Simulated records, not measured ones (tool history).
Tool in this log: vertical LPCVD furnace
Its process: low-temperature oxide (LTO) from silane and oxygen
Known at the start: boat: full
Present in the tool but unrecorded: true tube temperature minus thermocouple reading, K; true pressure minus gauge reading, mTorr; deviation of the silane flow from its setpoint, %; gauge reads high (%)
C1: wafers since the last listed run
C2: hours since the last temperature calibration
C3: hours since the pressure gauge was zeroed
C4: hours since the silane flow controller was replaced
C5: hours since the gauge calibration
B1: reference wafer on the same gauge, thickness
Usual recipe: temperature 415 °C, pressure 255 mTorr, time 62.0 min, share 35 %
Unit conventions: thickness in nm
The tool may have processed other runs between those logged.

{"run": 1, "hour": 0.0, "temperature": 415, "pressure": 255, "time": 62.0, "share": 35, "C1": 0, "C2": 1460.1, "C3": 2354.4, "C4": 2446.4, "C5": 988.2, "B1": 732.59, "thickness": 639.89}
{"run": 2, "hour": 69.1, "temperature": 415, "pressure": 255, "time": 62.0, "share": 35, "C1": 1005, "C2": 1529.2, "C3": 2423.5, "C4": 2515.5, "C5": 1057.3, "B1": 732.61, "thickness": 640.98}
{"run": 3, "hour": 103.0, "temperature": 415, "pressure": 255, "time": 62.0, "share": 35, "C1": 493, "C2": 1563.1, "C3": 2457.4, "C4": 2549.4, "C5": 1091.2, "B1": 732.61, "thickness": 631.51}
{"hour": 162.7, "done": "pressure gauge zeroed"}
{"run": 4, "hour": 169.7, "temperature": 415, "pressure": 255, "time": 62.0, "share": 35, "C1": 621, "C2": 1629.8, "C3": 7.0, "C4": 2616.1, "C5": 1157.9, "B1": 733.13, "thickness": 631.99}
{"run": 5, "hour": 214.0, "temperature": 415, "pressure": 255, "time": 62.0, "share": 35, "C1": 644, "C2": 1674.1, "C3": 51.3, "C4": 2660.4, "C5": 1202.2, "B1": 732.42, "thickness": 632.5}
{"run": 6, "hour": 266.7, "temperature": 415, "pressure": 255, "time": 62.0, "share": 35, "C1": 767, "C2": 1726.8, "C3": 104.0, "C4": 2713.1, "C5": 1254.9, "B1": 732.74, "thickness": 632.98}
{"run": 7, "hour": 333.3, "temperature": 415, "pressure": 255, "time": 62.0, "share": 35, "C1": 969, "C2": 1793.4, "C3": 170.6, "C4": 2779.7, "C5": 1321.5, "B1": 733.33, "thickness": 629.53}
{"run": 8, "hour": 358.8, "temperature": 415, "pressure": 255, "time": 62.0, "share": 35, "C1": 371, "C2": 1818.9, "C3": 196.1, "C4": 2805.2, "C5": 1347.0, "B1": 733.63, "thickness": 636.48}
{"run": 9, "hour": 403.2, "temperature": 415, "pressure": 275, "time": 85.0, "share": 29, "C1": 646, "C2": 1863.3, "C3": 240.5, "C4": 2849.6, "C5": 1391.4, "B1": 733.86, "thickness": 723.49}
{"hour": 456.9, "done": "silane flow controller replaced"}
{"run": 10, "hour": 457.4, "temperature": 415, "pressure": 255, "time": 62.0, "share": 35, "C1": 439, "C2": 1917.5, "C3": 294.7, "C4": 0.5, "C5": 1445.6, "B1": 731.31, "thickness": 638.49}
{"run": 11, "hour": 494.6, "temperature": 421, "pressure": 255, "time": 74.5, "share": 29, "C1": 541, "C2": 1954.7, "C3": 331.9, "C4": 37.7, "C5": 1482.8, "B1": 733.36, "thickness": 634.29}
{"run": 12, "hour": 547.6, "temperature": 404, "pressure": 195, "time": 73.5, "share": 42, "C1": 771, "C2": 2007.7, "C3": 384.9, "C4": 90.7, "C5": 1535.8, "B1": 731.63, "thickness": 641.6}
{"run": 13, "hour": 575.7, "temperature": 405, "pressure": 205, "time": 62.0, "share": 35, "C1": 409, "C2": 2035.8, "C3": 413.0, "C4": 118.8, "C5": 1563.9, "B1": 733.08, "thickness": 460.39}
{"run": 14, "hour": 610.8, "temperature": 415, "pressure": 255, "time": 62.0, "share": 28, "C1": 510, "C2": 2070.9, "C3": 448.1, "C4": 153.9, "C5": 1599.0, "B1": 732.39, "thickness": 466.52}
{"hour": 668.5, "done": "thermocouples replaced and temperature profile calibrated"}
{"run": 15, "hour": 669.0, "temperature": 415, "pressure": 280, "time": 62.0, "share": 37, "C1": 497, "C2": 0.5, "C3": 506.3, "C4": 212.1, "C5": 1657.2, "B1": 732.79, "thickness": 748.95}
{"hour": 671.7, "done": "gauge calibrated"}
{"run": 16, "hour": 707.6, "temperature": 415, "pressure": 255, "time": 62.0, "share": 35, "C1": 561, "C2": 39.1, "C3": 544.9, "C4": 250.7, "C5": 35.9, "B1": 734.27, "thickness": 637.77}
{"run": 17, "hour": 752.3, "temperature": 415, "pressure": 255, "time": 48.5, "share": 38, "C1": 650, "C2": 83.8, "C3": 589.6, "C4": 295.4, "C5": 80.6, "B1": 732.73, "thickness": 550.26}
{"run": 18, "hour": 823.1, "temperature": 415, "pressure": 255, "time": 77.5, "share": 32, "C1": 1030, "C2": 154.6, "C3": 660.4, "C4": 366.2, "C5": 151.4, "B1": 731.97, "thickness": 709.16}
{"run": 19, "hour": 890.2, "temperature": 415, "pressure": 255, "time": 62.0, "share": 41, "C1": 976, "C2": 221.7, "C3": 727.5, "C4": 433.3, "C5": 218.5, "B1": 733.16, "thickness": 774.37}
{"run": 20, "hour": 916.9, "temperature": 415, "pressure": 255, "time": 62.0, "share": 40, "C1": 388, "C2": 248.4, "C3": 754.2, "C4": 460.0, "C5": 245.2, "B1": 734.34, "thickness": 752.95}
{"run": 21, "hour": 949.8, "temperature": 415, "pressure": 255, "time": 62.0, "share": 38, "C1": 478, "C2": 281.3, "C3": 787.1, "C4": 492.9, "C5": 278.1, "B1": 733.51, "thickness": 703.98}
{"run": 22, "hour": 993.7, "temperature": 406, "pressure": 220, "time": 62.0, "share": 33, "C1": 639, "C2": 325.2, "C3": 831.0, "C4": 536.8, "C5": 322.0, "B1": 734.79, "thickness": 457.97}
{"run": 23, "hour": 1042.6, "temperature": 415, "pressure": 255, "time": 62.0, "share": 35, "C1": 711, "C2": 374.1, "C3": 879.9, "C4": 585.7, "C5": 370.9, "B1": 733.02, "thickness": 637.2}
{"run": 24, "hour": 1096.2, "temperature": 424, "pressure": 280, "time": 86.0, "share": 32, "C1": 780, "C2": 427.7, "C3": 933.5, "C4": 639.3, "C5": 424.5, "B1": 733.14, "thickness": 952.37}
{"run": 25, "hour": 1128.2, "temperature": 415, "pressure": 255, "time": 62.0, "share": 35, "C1": 465, "C2": 459.7, "C3": 965.5, "C4": 671.3, "C5": 456.5, "B1": 733.62, "thickness": 635.06}
{"run": 26, "hour": 1182.5, "temperature": 424, "pressure": 255, "time": 37.5, "share": 42, "C1": 790, "C2": 514.0, "C3": 1019.8, "C4": 725.6, "C5": 510.8, "B1": 733.75, "thickness": 525.99}
{"run": 27, "hour": 1339.0, "temperature": 405, "pressure": 255, "time": 50.5, "share": 41, "C1": 2278, "C2": 670.5, "C3": 1176.3, "C4": 882.1, "C5": 667.3, "B1": 733.05, "thickness": 566.67}
{"run": 28, "hour": 1383.4, "temperature": 423, "pressure": 195, "time": 38.5, "share": 35, "C1": 646, "C2": 714.9, "C3": 1220.7, "C4": 926.5, "C5": 711.7, "B1": 732.85, "thickness": 326.21}
{"run": 29, "hour": 1432.1, "temperature": 415, "pressure": 205, "time": 50.0, "share": 35, "C1": 708, "C2": 763.6, "C3": 1269.4, "C4": 975.2, "C5": 760.4, "B1": 733.47, "thickness": 411.92}
{"run": 30, "hour": 1461.8, "temperature": 404, "pressure": 195, "time": 73.5, "share": 42, "C1": 432, "C2": 793.3, "C3": 1299.1, "C4": 1004.9, "C5": 790.1, "B1": 734.57, "thickness": 635.6}
{"run": 31, "hour": 1606.3, "temperature": 403, "pressure": 300, "time": 62.0, "share": 35, "C1": 2103, "C2": 937.8, "C3": 1443.6, "C4": 1149.4, "C5": 934.6, "B1": 734.28, "thickness": 659.27}
{"run": 32, "hour": 1659.4, "temperature": 415, "pressure": 220, "time": 62.0, "share": 35, "C1": 773, "C2": 990.9, "C3": 1496.7, "C4": 1202.5, "C5": 987.7, "B1": 733.78, "thickness": 549.48}

3 ways to go on from here, each from the tool as it stands after run 32. What would each give?
{"run": "A", "hour": 1664.8, "temperature": 415, "pressure": 255, "time": 47.0, "share": 35, "C1": 78, "C2": 996.3, "C3": 1502.1, "C4": 1207.9, "C5": 993.1, "B1": "?", "thickness": "?"}
{"run": "B", "hour": 1664.8, "temperature": 423, "pressure": 255, "time": 86.0, "share": 28, "C1": 78, "C2": 996.3, "C3": 1502.1, "C4": 1207.9, "C5": 993.1, "B1": "?", "thickness": "?"}
{"run": "C", "hour": 1664.8, "temperature": 404, "pressure": 220, "time": 42.5, "share": 42, "C1": 78, "C2": 996.3, "C3": 1502.1, "C4": 1207.9, "C5": 993.1, "B1": "?", "thickness": "?"}

run=A B1=733.82 thickness=476.75
run=B B1=733.82 thickness=700.48
run=C B1=733.82 thickness=411.75
Had the tool no hidden state, the same runs would have come out as:
run=A thickness=476.75
run=B thickness=700.48
run=C thickness=411.75
